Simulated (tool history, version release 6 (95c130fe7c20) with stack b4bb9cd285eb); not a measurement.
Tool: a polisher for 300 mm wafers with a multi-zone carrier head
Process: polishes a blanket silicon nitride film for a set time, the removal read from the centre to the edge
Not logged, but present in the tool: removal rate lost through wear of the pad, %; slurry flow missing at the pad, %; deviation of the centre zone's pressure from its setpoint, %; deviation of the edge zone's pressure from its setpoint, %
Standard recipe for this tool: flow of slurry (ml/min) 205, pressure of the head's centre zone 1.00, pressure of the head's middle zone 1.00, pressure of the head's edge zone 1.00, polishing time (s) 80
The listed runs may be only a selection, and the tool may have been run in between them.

| run | day | flow of slurry (ml/min) | pressure of the head's centre zone | pressure of the head's middle zone | pressure of the head's edge zone | polishing time (s) | wafers since the last listed run | wafers polished on this pad | hours since the slurry nozzle was cleaned | hours since the centre zone pressure was calibrated | hours since the edge zone pressure was calibrated | hours since the carrier head's membrane was replaced | incoming thickness of the incoming film, nm | film removed at the wafer's centre (nm) | film removed at mid-radius (nm) | film removed at the wafer's edge (nm) |
|---|---|---|---|---|---|---|---|---|---|---|---|---|---|---|---|---|
| 1 | 0.000 | 185 | 1.00 | 1.00 | 1.00 | 80 | 0 | 614 | 384.2 | 66.5 | 946.7 | 411.4 | 866.5 | 141.0 | 148.0 | 148.9 |
|  | 2.167 | slurry nozzle cleaned |
| 2 | 2.742 | 205 | 0.97 | 0.88 | 1.00 | 80 | 431 | 1046 | 13.8 | 132.3 | 1012.5 | 477.2 | 888.2 | 151.9 | 143.2 | 157.0 |
|  | 3.842 | edge zone pressure recalibrated |
| 3 | 5.033 | 150 | 1.00 | 1.05 | 1.11 | 66 | 353 | 1400 | 68.8 | 187.3 | 28.6 | 532.2 | 893.9 | 120.6 | 125.9 | 127.4 |
| 4 | 6.508 | 205 | 1.09 | 1.10 | 1.03 | 102 | 235 | 1636 | 104.2 | 222.7 | 64.0 | 567.6 | 877.0 | 212.0 | 212.0 | 199.3 |
| 5 | 9.721 | 205 | 1.00 | 1.00 | 1.00 | 80 | 513 | 2150 | 181.3 | 299.8 | 141.1 | 644.7 | 883.2 | 151.7 | 155.1 | 149.8 |
| 6 | 11.442 | 205 | 1.00 | 1.00 | 1.00 | 80 | 275 | 2425 | 222.6 | 341.1 | 182.4 | 686.0 | 892.6 | 149.2 | 150.6 | 152.7 |
|  | 13.029 | worn pad replaced by a new one |
| 7 | 14.054 | 225 | 1.11 | 1.00 | 1.00 | 80 | 391 | 164 | 285.3 | 403.8 | 245.1 | 748.7 | 882.7 | 162.1 | 154.1 | 156.1 |
|  | 14.542 | centre zone pressure recalibrated |
| 8 | 15.388 | 205 | 1.00 | 1.00 | 0.89 | 61 | 199 | 364 | 317.3 | 20.3 | 277.1 | 780.7 | 894.4 | 112.7 | 115.2 | 111.8 |
|  | 16.188 | carrier head's membrane replaced by a new one |
| 9 | 17.792 | 205 | 1.00 | 1.00 | 1.00 | 80 | 351 | 715 | 375.0 | 78.0 | 334.8 | 38.5 | 878.0 | 151.7 | 149.7 | 151.3 |
|  | 18.304 | slurry nozzle cleaned |
| 10 | 19.783 | 170 | 0.95 | 1.00 | 1.08 | 80 | 311 | 1027 | 35.5 | 125.8 | 382.6 | 86.3 | 878.7 | 144.3 | 150.9 | 155.6 |
| 11 | 21.925 | 205 | 0.91 | 1.00 | 1.00 | 65 | 342 | 1370 | 86.9 | 177.2 | 434.0 | 137.7 | 876.4 | 115.0 | 125.3 | 123.6 |
| 12 | 23.858 | 205 | 1.00 | 1.00 | 1.00 | 80 | 309 | 1679 | 133.3 | 223.6 | 480.4 | 184.1 | 897.0 | 154.0 | 153.5 | 153.9 |
| 13 | 26.262 | 205 | 1.07 | 1.00 | 1.12 | 107 | 384 | 2064 | 191.0 | 281.3 | 538.1 | 241.8 | 877.8 | 214.1 | 202.7 | 216.4 |
| 14 | 27.562 | 205 | 1.03 | 1.00 | 1.00 | 80 | 207 | 2272 | 222.2 | 312.5 | 569.3 | 273.0 | 883.6 | 151.7 | 155.1 | 153.1 |
| 15 | 28.642 | 205 | 0.97 | 0.92 | 1.00 | 80 | 172 | 2444 | 248.1 | 338.4 | 595.2 | 298.9 | 876.8 | 142.6 | 138.2 | 150.2 |
|  | 29.688 | worn pad replaced by a new one |
| 16 | 30.438 | 205 | 0.91 | 1.00 | 1.00 | 65 | 260 | 120 | 291.2 | 381.5 | 638.3 | 342.0 | 895.8 | 111.1 | 121.9 | 121.3 |
|  | 30.633 | centre zone pressure recalibrated |
| 17 | 33.154 | 175 | 1.07 | 0.90 | 1.00 | 96 | 421 | 541 | 356.4 | 60.5 | 703.5 | 407.2 | 887.1 | 185.5 | 159.3 | 179.0 |
|  | 33.838 | slurry nozzle cleaned |
| 18 | 35.175 | 245 | 0.89 | 1.11 | 0.94 | 80 | 316 | 858 | 32.1 | 109.0 | 752.0 | 455.7 | 877.6 | 142.5 | 173.6 | 154.1 |
| 19 | 36.983 | 205 | 1.07 | 1.10 | 1.00 | 99 | 289 | 1147 | 75.5 | 152.4 | 795.4 | 499.1 | 876.3 | 198.7 | 204.1 | 185.9 |
| 20 | 38.825 | 205 | 1.00 | 1.00 | 1.00 | 80 | 294 | 1442 | 119.7 | 196.6 | 839.6 | 543.3 | 869.6 | 151.5 | 153.3 | 151.8 |
|  | 40.300 | edge zone pressure recalibrated |
| 21 | 40.321 | 205 | 1.00 | 1.00 | 1.00 | 69 | 225 | 1668 | 155.6 | 232.5 | 0.5 | 579.2 | 890.5 | 129.8 | 131.4 | 132.4 |
| 22 | 42.067 | 205 | 1.00 | 1.00 | 1.00 | 80 | 279 | 1947 | 197.5 | 274.4 | 42.4 | 621.1 | 872.5 | 148.3 | 150.5 | 150.9 |

The tool's hidden state at each run:
removal rate lost through wear of the pad, %: 0 at every run
deviation of the centre zone's pressure from its setpoint, %: 0 at every run
deviation of the edge zone's pressure from its setpoint, %: 0 at every run
H1: slurry flow missing at the pad, %
| run | H1 |
|---|---|
| 1 | 27.6 |
| 2 | 2.74 |
| 3 | 11.2 |
| 4 | 15.1 |
| 5 | 21 |
| 6 | 23 |
| 7 | 25.1 |
| 8 | 25.9 |
| 9 | 26.9 |
| 10 | 7.48 |
| 11 | 14.3 |
| 12 | 18.7 |
| 13 | 22.5 |
| 14 | 24 |
| 15 | 25 |
| 16 | 26.3 |
| 17 | 27.7 |
| 18 | 7.58 |
| 19 | 13.7 |
| 20 | 18.2 |
| 21 | 21 |
| 22 | 23.5 |
